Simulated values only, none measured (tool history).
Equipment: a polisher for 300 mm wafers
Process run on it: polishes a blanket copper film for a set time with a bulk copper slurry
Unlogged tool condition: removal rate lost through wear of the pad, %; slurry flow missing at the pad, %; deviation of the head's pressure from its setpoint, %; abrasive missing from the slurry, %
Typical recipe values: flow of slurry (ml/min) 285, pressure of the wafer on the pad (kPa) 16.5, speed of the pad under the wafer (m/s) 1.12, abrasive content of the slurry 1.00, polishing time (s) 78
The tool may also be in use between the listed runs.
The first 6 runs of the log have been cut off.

run     day  flow of slurry (ml/min)  pressure of the wafer on the pad (kPa)  speed of the pad under the wafer (m/s)  abrasive content of the slurry  polishing time (s)  wafers since the last listed run  wafers polished on this pad  hours since the slurry nozzle was cleaned  hours since the head pressure was calibrated  hours since the slurry blender was calibrated  incoming thickness of the incoming film, nm  film removed (Å)
  7  18.167                      285                                    12.4                                    1.40                            1.00                  78                               432                         7310                                      607.3                                        1125.5                                          383.6                                       2726.6              5005
     20.021  -- worn pad replaced by a new one
     20.212  -- slurry nozzle cleaned
  8  20.325                      285                                    16.5                                    1.12                            0.75                  78                               491                           66                                        2.7                                        1177.3                                          435.4                                       2805.7              5444
     23.662  -- head pressure recalibrated
  9  24.604                      360                                    21.4                                    1.12                            0.80                  61                              1057                         1123                                      105.4                                          22.6                                          538.1                                       2757.7              5320
 10  28.188                      285                                    16.5                                    0.88                            1.00                  78                               903                         2027                                      191.4                                         108.6                                          624.1                                       2726.0              4810
     29.550  -- slurry blender recalibrated
 11  30.142                      185                                    12.4                                    0.78                            1.00                  57                               471                         2498                                      238.3                                         155.5                                           14.2                                       2809.5              2520
 12  32.988                      320                                    16.5                                    1.12                            1.00                  78                               717                         3216                                      306.6                                         223.8                                           82.5                                       2743.7              5625
 13  35.558                      285                                    17.9                                    1.12                            1.00                  78                               648                         3864                                      368.3                                         285.5                                          144.2                                       2768.6              5999
 14  37.612                      360                                    16.5                                    1.12                            1.00                  78                               517                         4381                                      417.6                                         334.8                                          193.5                                       2802.9              5558
 15  41.325                      285                                    16.5                                    1.12                            1.00                 101                               935                         5317                                      506.7                                         423.9                                          282.6                                       2742.6              6942
 16  42.950                      285                                    16.5                                    1.30                            0.75                  78                               409                         5727                                      545.7                                         462.9                                          321.6                                       2747.1              5625
     48.425  -- worn pad replaced by a new one
     50.162  -- slurry nozzle cleaned
 17  51.779                      285                                    16.5                                    1.24                            1.00                  61                              2172                          834                                       38.8                                         674.8                                          533.5                                       2769.7              4882
 18  53.762                      285                                    16.5                                    1.12                            1.00                  78                               499                         1334                                       86.4                                         722.4                                          581.1                                       2775.0              5758
 19  57.150                      285                                    16.5                                    1.12                            1.00                  78                               853                         2188                                      167.7                                         803.7                                          662.4                                       2779.7              5790
 20  58.750                      285                                    16.5                                    1.12                            1.00                  78                               403                         2591                                      206.1                                         842.1                                          700.8                                       2762.9              5585
 21  61.354                      360                                    14.5                                    1.12                            0.85                  52                               656                         3248                                      268.6                                         904.6                                          763.3                                       2819.7              3342
     62.638  -- slurry blender recalibrated
 22  63.625                      240                                    16.5                                    1.12                            1.00                  66                               551                         3799                                      323.1                                         959.1                                           23.7                                       2792.4              4655
 23  70.429                      285                                    16.5                                    1.12                            1.00                  78                              1715                         5514                                      486.4                                        1122.4                                          187.0                                       2808.4              5349
 24  73.904                      285                                    16.5                                    0.88                            1.00                 105                               875                         6390                                      569.8                                        1205.8                                          270.4                                       2783.9              5811
     75.917  -- head pressure recalibrated
     82.492  -- worn pad replaced by a new one
     83.583  -- slurry nozzle cleaned
 25  84.438                      285                                    18.6                                    1.12                            0.75                  87                              2581                          480                                       20.5                                         204.5                                          523.2                                       2802.3              6612
 26  87.925                      375                                    16.5                                    1.26                            1.00                  78                               879                         1359                                      104.2                                         288.2                                          606.9                                       2796.5              6439
 27  90.725                      285                                    16.5                                    1.12                            1.00                  78                               705                         2065                                      171.4                                         355.4                                          674.1                                       2771.4              5705
 28  92.921                      285                                    16.5                                    1.12                            1.00                  78                               553                         2618                                      224.1                                         408.1                                          726.8                                       2788.0              5680
     93.979  -- slurry blender recalibrated
 29  95.846                      285                                    16.5                                    1.12                            1.00                  62                               716                         3334                                      294.3                                         478.3                                           44.8                                       2731.3              4342
 30  97.371                      285                                    12.4                                    1.12                            1.25                  78                               384                         3719                                      330.9                                         514.9                                           81.4                                       2777.7              4711

Forecast each of these 4 alternatives for the next run:
  A  97.388                      285                                    16.5                                    1.12                            1.00                  78                                 4                         3723                                      331.3                                         515.3                                           81.8                                       2788.7                 ?
  B  97.388                      285                                    16.5                                    1.12                            0.85                  78                                 4                         3723                                      331.3                                         515.3                                           81.8                                       2788.7                 ?
  C  97.388                      285                                    19.3                                    1.12                            1.00                  78                                 4                         3723                                      331.3                                         515.3                                           81.8                                       2788.7                 ?
  D  97.388                      285                                    16.5                                    1.12                            1.00                  96                                 4                         3723                                      331.3                                         515.3                                           81.8                                       2788.7                 ?

run  film removed (Å)
  A              5386
  B              5179
  C              6088
  D              6629
Had the tool no hidden state, the same runs would have come out as:
run  film removed (Å)
  A              5794
  B              5571
  C              6550
  D              7132

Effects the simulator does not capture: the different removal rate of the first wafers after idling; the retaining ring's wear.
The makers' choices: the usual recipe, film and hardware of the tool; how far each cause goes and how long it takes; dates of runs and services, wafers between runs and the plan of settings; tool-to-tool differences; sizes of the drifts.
